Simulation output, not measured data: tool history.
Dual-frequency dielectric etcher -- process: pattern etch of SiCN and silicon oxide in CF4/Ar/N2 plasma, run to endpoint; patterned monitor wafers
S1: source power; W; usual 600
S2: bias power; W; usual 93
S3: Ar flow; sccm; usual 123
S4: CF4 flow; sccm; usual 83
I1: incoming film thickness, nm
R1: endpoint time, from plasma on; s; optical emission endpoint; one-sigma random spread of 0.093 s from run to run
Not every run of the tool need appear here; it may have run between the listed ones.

Run 1, hour 0: usual settings; I1 17.23. Result: R1 12.9 s.
Run 2, hour 62.4: usual settings; I1 17.15. Result: R1 13.1 s.
Run 3, hour 89.5: usual settings; I1 16.96. Result: R1 13 s.
Run 4, hour 130.1: usual settings but S2 87 W; I1 17.13. Result: R1 13.7 s.
Run 5, hour 168.6: usual settings; I1 17.05. Result: R1 13.3 s.
Run 6, hour 211: usual settings; I1 17.3. Result: R1 13.5 s.
At hour 267.7: wet clean of the chamber.
Run 7, hour 280.2: usual settings; I1 17.13. Result: R1 12.8 s.
Run 8, hour 350.4: usual settings; I1 17.11. Result: R1 13.1 s.
Run 9, hour 421.9: usual settings; I1 17.11. Result: R1 13 s.
Run 10, hour 457: usual settings but S4 74 sccm; I1 17.14. Result: R1 13.5 s.
At hour 513.6: upper electrode replaced.
Run 11, hour 516.9: usual settings but S1 710 W, S4 72 sccm; I1 16.9. Result: R1 11.5 s.
Run 12, hour 580: usual settings but S1 670 W, S2 73 W; I1 17.07. Result: R1 13.6 s.
At hour 599.7: source power generator calibrated.
At hour 600.7: CF4 flow controller replaced.
Run 13, hour 615.1: usual settings but S1 660 W, S4 102 sccm; I1 17.07. Result: R1 12.2 s.
At hour 630.1: Ar flow controller replaced.
At hour 697: wet clean of the chamber.
Run 14, hour 697.5: usual settings; I1 17.1. Result: R1 12.9 s.
At hour 747.6: bias power generator calibrated.
Run 15, hour 851.7: usual settings but S1 720 W, S2 102 W; I1 17.04. Result: R1 10.8 s.
Run 16, hour 900.5: usual settings; I1 17.08. Result: R1 13.2 s.
Run 17, hour 943.5: usual settings; I1 17.2. Result: R1 13.5 s.
Run 18, hour 968.4: usual settings but S2 115 W; I1 16.96. Result: R1 12.2 s.
Run 19, hour 1009.5: usual settings; I1 17.16. Result: R1 13.6 s.

Run 20 is up next; what results do you expect?
Run 20, hour 1038.3: usual settings but S1 660 W, S4 89 sccm; I1 17.03. Result: R1 ?.

{"run 20": {"R1": 12.3}}
Minus the tool's unlogged condition, the same run would have read R1 11.6 s.
